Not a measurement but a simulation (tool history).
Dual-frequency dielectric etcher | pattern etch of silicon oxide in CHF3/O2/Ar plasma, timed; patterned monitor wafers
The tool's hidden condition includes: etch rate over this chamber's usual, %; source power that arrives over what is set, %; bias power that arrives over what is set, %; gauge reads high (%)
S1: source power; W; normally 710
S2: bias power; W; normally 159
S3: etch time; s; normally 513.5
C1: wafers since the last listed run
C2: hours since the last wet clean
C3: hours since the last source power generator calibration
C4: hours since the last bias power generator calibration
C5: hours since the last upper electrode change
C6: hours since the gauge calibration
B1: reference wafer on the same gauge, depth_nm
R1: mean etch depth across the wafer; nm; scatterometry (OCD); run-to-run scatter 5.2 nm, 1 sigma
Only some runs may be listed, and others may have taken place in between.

{"run": 1, "hour": 0.0, "S1": 710, "S2": 159, "S3": 513.5, "C1": 0, "C2": 387.7, "C3": 5206.9, "C4": 2519.6, "C5": 2926.8, "C6": 1210.4, "B1": 900.3, "R1": 975.5}
{"hour": 11.1, "done": "source power generator calibrated"}
{"run": 2, "hour": 36.8, "S1": 710, "S2": 159, "S3": 513.5, "C1": 119, "C2": 424.5, "C3": 25.7, "C4": 2556.4, "C5": 2963.6, "C6": 1247.2, "B1": 900.7, "R1": 965.2}
{"hour": 82.0, "done": "wet clean of the chamber"}
{"run": 3, "hour": 82.5, "S1": 710, "S2": 159, "S3": 513.5, "C1": 79, "C2": 0.5, "C3": 71.4, "C4": 2602.1, "C5": 3009.3, "C6": 1292.9, "B1": 899.7, "R1": 1031.6}
{"run": 4, "hour": 104.2, "S1": 710, "S2": 159, "S3": 513.5, "C1": 79, "C2": 22.2, "C3": 93.1, "C4": 2623.8, "C5": 3031.0, "C6": 1314.6, "B1": 899.8, "R1": 1021.9}
{"run": 5, "hour": 158.9, "S1": 710, "S2": 159, "S3": 513.5, "C1": 199, "C2": 76.9, "C3": 147.8, "C4": 2678.5, "C5": 3085.7, "C6": 1369.3, "B1": 899.6, "R1": 1010.7}
{"run": 6, "hour": 209.3, "S1": 710, "S2": 159, "S3": 513.5, "C1": 184, "C2": 127.3, "C3": 198.2, "C4": 2728.9, "C5": 3136.1, "C6": 1419.7, "B1": 900.5, "R1": 998.9}
{"run": 7, "hour": 233.4, "S1": 710, "S2": 159, "S3": 513.5, "C1": 88, "C2": 151.4, "C3": 222.3, "C4": 2753.0, "C5": 3160.2, "C6": 1443.8, "B1": 900.3, "R1": 1003.0}
{"run": 8, "hour": 275.2, "S1": 780, "S2": 128, "S3": 407.0, "C1": 152, "C2": 193.2, "C3": 264.1, "C4": 2794.8, "C5": 3202.0, "C6": 1485.6, "B1": 900.4, "R1": 758.2}
{"run": 9, "hour": 310.0, "S1": 710, "S2": 159, "S3": 513.5, "C1": 127, "C2": 228.0, "C3": 298.9, "C4": 2829.6, "C5": 3236.8, "C6": 1520.4, "B1": 900.0, "R1": 989.8}
{"run": 10, "hour": 349.7, "S1": 570, "S2": 123, "S3": 413.5, "C1": 145, "C2": 267.7, "C3": 338.6, "C4": 2869.3, "C5": 3276.5, "C6": 1560.1, "B1": 899.9, "R1": 674.8}
{"run": 11, "hour": 381.2, "S1": 840, "S2": 130, "S3": 589.5, "C1": 115, "C2": 299.2, "C3": 370.1, "C4": 2900.8, "C5": 3308.0, "C6": 1591.6, "B1": 900.8, "R1": 1137.3}
{"run": 12, "hour": 408.2, "S1": 710, "S2": 143, "S3": 513.5, "C1": 98, "C2": 326.2, "C3": 397.1, "C4": 2927.8, "C5": 3335.0, "C6": 1618.6, "B1": 899.8, "R1": 957.7}
{"hour": 492.5, "done": "bias power generator calibrated"}
{"hour": 606.2, "done": "wet clean of the chamber"}
{"run": 13, "hour": 608.5, "S1": 710, "S2": 159, "S3": 513.5, "C1": 629, "C2": 2.3, "C3": 597.4, "C4": 116.0, "C5": 3535.3, "C6": 1818.9, "B1": 899.2, "R1": 1018.5}
{"run": 14, "hour": 673.0, "S1": 710, "S2": 121, "S3": 649.5, "C1": 235, "C2": 66.8, "C3": 661.9, "C4": 180.5, "C5": 3599.8, "C6": 1883.4, "B1": 899.8, "R1": 1178.3}
{"run": 15, "hour": 743.3, "S1": 710, "S2": 159, "S3": 513.5, "C1": 257, "C2": 137.1, "C3": 732.2, "C4": 250.8, "C5": 3670.1, "C6": 1953.7, "B1": 900.3, "R1": 1009.8}
{"run": 16, "hour": 780.6, "S1": 710, "S2": 159, "S3": 513.5, "C1": 136, "C2": 174.4, "C3": 769.5, "C4": 288.1, "C5": 3707.4, "C6": 1991.0, "B1": 899.6, "R1": 1006.1}
{"run": 17, "hour": 816.8, "S1": 710, "S2": 159, "S3": 513.5, "C1": 132, "C2": 210.6, "C3": 805.7, "C4": 324.3, "C5": 3743.6, "C6": 2027.2, "B1": 899.7, "R1": 996.5}
{"run": 18, "hour": 884.3, "S1": 710, "S2": 159, "S3": 513.5, "C1": 246, "C2": 278.1, "C3": 873.2, "C4": 391.8, "C5": 3811.1, "C6": 2094.7, "B1": 900.7, "R1": 990.0}
{"run": 19, "hour": 933.0, "S1": 610, "S2": 159, "S3": 513.5, "C1": 178, "C2": 326.8, "C3": 921.9, "C4": 440.5, "C5": 3859.8, "C6": 2143.4, "B1": 900.5, "R1": 933.8}
{"run": 20, "hour": 960.4, "S1": 580, "S2": 159, "S3": 513.5, "C1": 100, "C2": 354.2, "C3": 949.3, "C4": 467.9, "C5": 3887.2, "C6": 2170.8, "B1": 900.1, "R1": 909.1}
{"hour": 977.9, "done": "gauge calibrated"}
{"run": 21, "hour": 1007.8, "S1": 770, "S2": 159, "S3": 513.5, "C1": 173, "C2": 401.6, "C3": 996.7, "C4": 515.3, "C5": 3934.6, "C6": 29.9, "B1": 900.1, "R1": 1005.1}
{"run": 22, "hour": 1044.0, "S1": 710, "S2": 196, "S3": 587.0, "C1": 132, "C2": 437.8, "C3": 1032.9, "C4": 551.5, "C5": 3970.8, "C6": 66.1, "B1": 899.2, "R1": 1197.3}
{"hour": 1092.5, "done": "upper electrode replaced"}
{"run": 23, "hour": 1093.0, "S1": 710, "S2": 193, "S3": 396.5, "C1": 91, "C2": 486.8, "C3": 1081.9, "C4": 600.5, "C5": 0.5, "C6": 115.1, "B1": 900.6, "R1": 796.3}
{"hour": 1135.6, "done": "wet clean of the chamber"}
{"run": 24, "hour": 1136.1, "S1": 630, "S2": 182, "S3": 513.5, "C1": 69, "C2": 0.5, "C3": 1125.0, "C4": 643.6, "C5": 43.6, "C6": 158.2, "B1": 899.8, "R1": 1029.8}
{"run": 25, "hour": 1276.0, "S1": 710, "S2": 178, "S3": 513.5, "C1": 511, "C2": 140.4, "C3": 1264.9, "C4": 783.5, "C5": 183.5, "C6": 298.1, "B1": 899.6, "R1": 1037.4}
{"run": 26, "hour": 1342.3, "S1": 710, "S2": 159, "S3": 513.5, "C1": 242, "C2": 206.7, "C3": 1331.2, "C4": 849.8, "C5": 249.8, "C6": 364.4, "B1": 900.0, "R1": 982.3}
{"run": 27, "hour": 1512.0, "S1": 710, "S2": 179, "S3": 659.5, "C1": 620, "C2": 376.4, "C3": 1500.9, "C4": 1019.5, "C5": 419.5, "C6": 534.1, "B1": 899.3, "R1": 1290.7}
{"run": 28, "hour": 1577.2, "S1": 790, "S2": 159, "S3": 647.0, "C1": 238, "C2": 441.6, "C3": 1566.1, "C4": 1084.7, "C5": 484.7, "C6": 599.3, "B1": 899.3, "R1": 1250.9}
{"hour": 1646.5, "done": "wet clean of the chamber"}
{"run": 29, "hour": 1647.0, "S1": 710, "S2": 159, "S3": 513.5, "C1": 167, "C2": 0.5, "C3": 1635.9, "C4": 1154.5, "C5": 554.5, "C6": 669.1, "B1": 900.5, "R1": 1026.3}

Each row is a separate what-if for the run after 29, all from the same tool condition, not one after another. Results?
{"run": "A", "hour": 1647.6, "S1": 710, "S2": 159, "S3": 513.5, "C1": 2, "C2": 1.1, "C3": 1636.5, "C4": 1155.1, "C5": 555.1, "C6": 669.7, "B1": "?", "R1": "?"}
{"run": "B", "hour": 1647.6, "S1": 710, "S2": 181, "S3": 513.5, "C1": 2, "C2": 1.1, "C3": 1636.5, "C4": 1155.1, "C5": 555.1, "C6": 669.7, "B1": "?", "R1": "?"}
{"run": "C", "hour": 1647.6, "S1": 650, "S2": 181, "S3": 388.0, "C1": 2, "C2": 1.1, "C3": 1636.5, "C4": 1155.1, "C5": 555.1, "C6": 669.7, "B1": "?", "R1": "?"}
{"run": "D", "hour": 1647.6, "S1": 710, "S2": 124, "S3": 432.0, "C1": 2, "C2": 1.1, "C3": 1636.5, "C4": 1155.1, "C5": 555.1, "C6": 669.7, "B1": "?", "R1": "?"}

run=A B1=899.6 R1=1029.8
run=B B1=899.6 R1=1077.7
run=C B1=899.6 R1=790.6
run=D B1=899.6 R1=796.2
What these runs would have given with no unlogged condition in the tool:
run=A R1=1024.3
run=B R1=1071.9
run=C R1=786.4
run=D R1=791.9
